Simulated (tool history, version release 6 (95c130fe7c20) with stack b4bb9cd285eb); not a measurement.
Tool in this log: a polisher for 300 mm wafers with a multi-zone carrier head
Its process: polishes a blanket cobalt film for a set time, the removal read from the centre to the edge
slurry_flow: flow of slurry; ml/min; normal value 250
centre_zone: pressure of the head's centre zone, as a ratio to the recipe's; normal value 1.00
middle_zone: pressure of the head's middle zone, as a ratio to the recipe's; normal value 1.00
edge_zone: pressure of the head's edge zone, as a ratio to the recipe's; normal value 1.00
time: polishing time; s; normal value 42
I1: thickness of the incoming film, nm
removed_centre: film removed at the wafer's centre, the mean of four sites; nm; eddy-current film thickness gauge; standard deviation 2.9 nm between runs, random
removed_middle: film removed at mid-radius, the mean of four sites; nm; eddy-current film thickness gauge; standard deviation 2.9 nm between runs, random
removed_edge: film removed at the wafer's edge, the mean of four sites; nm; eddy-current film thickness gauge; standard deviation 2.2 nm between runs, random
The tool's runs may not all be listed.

{"run": 1, "hour": 0.0, "slurry_flow": 250, "centre_zone": 1.0, "middle_zone": 1.06, "edge_zone": 0.92, "time": 42, "I1": 1237.0, "removed_centre": 236.6, "removed_middle": 242.8, "removed_edge": 233.8}
{"run": 2, "hour": 15.9, "slurry_flow": 250, "centre_zone": 1.0, "middle_zone": 1.1, "edge_zone": 0.92, "time": 42, "I1": 1261.2, "removed_centre": 233.0, "removed_middle": 258.2, "removed_edge": 233.7}
{"run": 3, "hour": 32.0, "slurry_flow": 250, "centre_zone": 1.0, "middle_zone": 1.09, "edge_zone": 0.9, "time": 42, "I1": 1256.1, "removed_centre": 230.6, "removed_middle": 250.2, "removed_edge": 229.7}
{"run": 4, "hour": 46.1, "slurry_flow": 250, "centre_zone": 1.0, "middle_zone": 1.1, "edge_zone": 0.92, "time": 42, "I1": 1232.3, "removed_centre": 233.5, "removed_middle": 256.4, "removed_edge": 233.0}
{"run": 5, "hour": 59.0, "slurry_flow": 250, "centre_zone": 1.0, "middle_zone": 1.0, "edge_zone": 1.0, "time": 42, "I1": 1245.1, "removed_centre": 231.6, "removed_middle": 233.7, "removed_edge": 243.0}
{"run": 6, "hour": 72.8, "slurry_flow": 250, "centre_zone": 0.97, "middle_zone": 0.91, "edge_zone": 0.92, "time": 42, "I1": 1258.7, "removed_centre": 228.3, "removed_middle": 217.3, "removed_edge": 233.7}
{"run": 7, "hour": 81.8, "slurry_flow": 220, "centre_zone": 1.08, "middle_zone": 0.94, "edge_zone": 0.97, "time": 42, "I1": 1259.6, "removed_centre": 243.3, "removed_middle": 219.3, "removed_edge": 231.9}
{"run": 8, "hour": 92.1, "slurry_flow": 250, "centre_zone": 1.0, "middle_zone": 1.09, "edge_zone": 0.9, "time": 42, "I1": 1276.9, "removed_centre": 226.3, "removed_middle": 256.7, "removed_edge": 225.9}
{"hour": 100.9, "done": "worn pad replaced by a new one"}
{"run": 9, "hour": 101.7, "slurry_flow": 250, "centre_zone": 0.89, "middle_zone": 1.0, "edge_zone": 1.0, "time": 42, "I1": 1269.0, "removed_centre": 205.2, "removed_middle": 234.9, "removed_edge": 236.6}
{"run": 10, "hour": 112.9, "slurry_flow": 250, "centre_zone": 1.0, "middle_zone": 0.96, "edge_zone": 1.11, "time": 42, "I1": 1234.7, "removed_centre": 231.1, "removed_middle": 228.5, "removed_edge": 253.3}
{"run": 11, "hour": 120.3, "slurry_flow": 250, "centre_zone": 1.11, "middle_zone": 1.0, "edge_zone": 0.97, "time": 56, "I1": 1282.3, "removed_centre": 335.3, "removed_middle": 309.8, "removed_edge": 316.3}
{"run": 12, "hour": 140.3, "slurry_flow": 250, "centre_zone": 1.0, "middle_zone": 1.0, "edge_zone": 0.97, "time": 42, "I1": 1252.0, "removed_centre": 227.1, "removed_middle": 235.3, "removed_edge": 234.9}
{"run": 13, "hour": 146.6, "slurry_flow": 250, "centre_zone": 0.94, "middle_zone": 1.0, "edge_zone": 1.0, "time": 42, "I1": 1237.7, "removed_centre": 218.7, "removed_middle": 234.3, "removed_edge": 239.3}
{"run": 14, "hour": 154.6, "slurry_flow": 310, "centre_zone": 0.88, "middle_zone": 1.0, "edge_zone": 1.0, "time": 42, "I1": 1240.2, "removed_centre": 209.1, "removed_middle": 242.1, "removed_edge": 245.7}
{"run": 15, "hour": 160.8, "slurry_flow": 250, "centre_zone": 1.05, "middle_zone": 1.0, "edge_zone": 1.09, "time": 42, "I1": 1276.7, "removed_centre": 245.8, "removed_middle": 232.5, "removed_edge": 249.2}
{"run": 16, "hour": 209.1, "slurry_flow": 250, "centre_zone": 1.05, "middle_zone": 1.0, "edge_zone": 1.0, "time": 42, "I1": 1260.8, "removed_centre": 244.3, "removed_middle": 235.8, "removed_edge": 238.1}
{"hour": 219.6, "done": "worn pad replaced by a new one"}
{"run": 17, "hour": 220.1, "slurry_flow": 175, "centre_zone": 1.07, "middle_zone": 1.04, "edge_zone": 1.07, "time": 42, "I1": 1262.2, "removed_centre": 225.8, "removed_middle": 220.7, "removed_edge": 237.4}
{"run": 18, "hour": 233.7, "slurry_flow": 250, "centre_zone": 1.0, "middle_zone": 1.0, "edge_zone": 1.0, "time": 42, "I1": 1254.9, "removed_centre": 227.8, "removed_middle": 232.7, "removed_edge": 234.8}
{"run": 19, "hour": 243.3, "slurry_flow": 250, "centre_zone": 0.94, "middle_zone": 1.0, "edge_zone": 1.0, "time": 42, "I1": 1256.7, "removed_centre": 213.6, "removed_middle": 236.3, "removed_edge": 239.5}
{"run": 20, "hour": 258.6, "slurry_flow": 250, "centre_zone": 1.0, "middle_zone": 1.0, "edge_zone": 0.94, "time": 28, "I1": 1272.2, "removed_centre": 149.2, "removed_middle": 157.7, "removed_edge": 154.3}
{"run": 21, "hour": 272.8, "slurry_flow": 250, "centre_zone": 1.0, "middle_zone": 1.0, "edge_zone": 0.94, "time": 34, "I1": 1255.6, "removed_centre": 183.0, "removed_middle": 183.6, "removed_edge": 188.3}
{"hour": 284.4, "done": "slurry nozzle cleaned"}
{"run": 22, "hour": 284.8, "slurry_flow": 250, "centre_zone": 1.0, "middle_zone": 0.93, "edge_zone": 1.0, "time": 42, "I1": 1278.7, "removed_centre": 235.5, "removed_middle": 222.1, "removed_edge": 242.7}
{"run": 23, "hour": 302.3, "slurry_flow": 210, "centre_zone": 1.0, "middle_zone": 1.0, "edge_zone": 1.0, "time": 42, "I1": 1287.7, "removed_centre": 236.1, "removed_middle": 229.0, "removed_edge": 242.3}

3 ways to go on from here, each from the tool as it stands after run 23. What would each give?
{"run": "A", "hour": 302.7, "slurry_flow": 250, "centre_zone": 1.0, "middle_zone": 1.0, "edge_zone": 1.0, "time": 42, "I1": 1260.8, "removed_centre": "?", "removed_middle": "?", "removed_edge": "?"}
{"run": "B", "hour": 302.7, "slurry_flow": 285, "centre_zone": 0.91, "middle_zone": 1.0, "edge_zone": 1.0, "time": 42, "I1": 1260.8, "removed_centre": "?", "removed_middle": "?", "removed_edge": "?"}
{"run": "C", "hour": 302.7, "slurry_flow": 250, "centre_zone": 1.09, "middle_zone": 1.0, "edge_zone": 0.94, "time": 42, "I1": 1260.8, "removed_centre": "?", "removed_middle": "?", "removed_edge": "?"}

run=A removed_centre=233.2 removed_middle=240.8 removed_edge=243.9
run=B removed_centre=215.3 removed_middle=244.3 removed_edge=246.5
run=C removed_centre=254.3 removed_middle=240.7 removed_edge=236.8
The same runs, with their run-to-run variation unchanged, on a tool lacking any hidden condition would have given:
run=A removed_centre=234.7 removed_middle=242.2 removed_edge=245.0
run=B removed_centre=216.6 removed_middle=245.6 removed_edge=247.5
run=C removed_centre=256.0 removed_middle=242.1 removed_edge=237.9
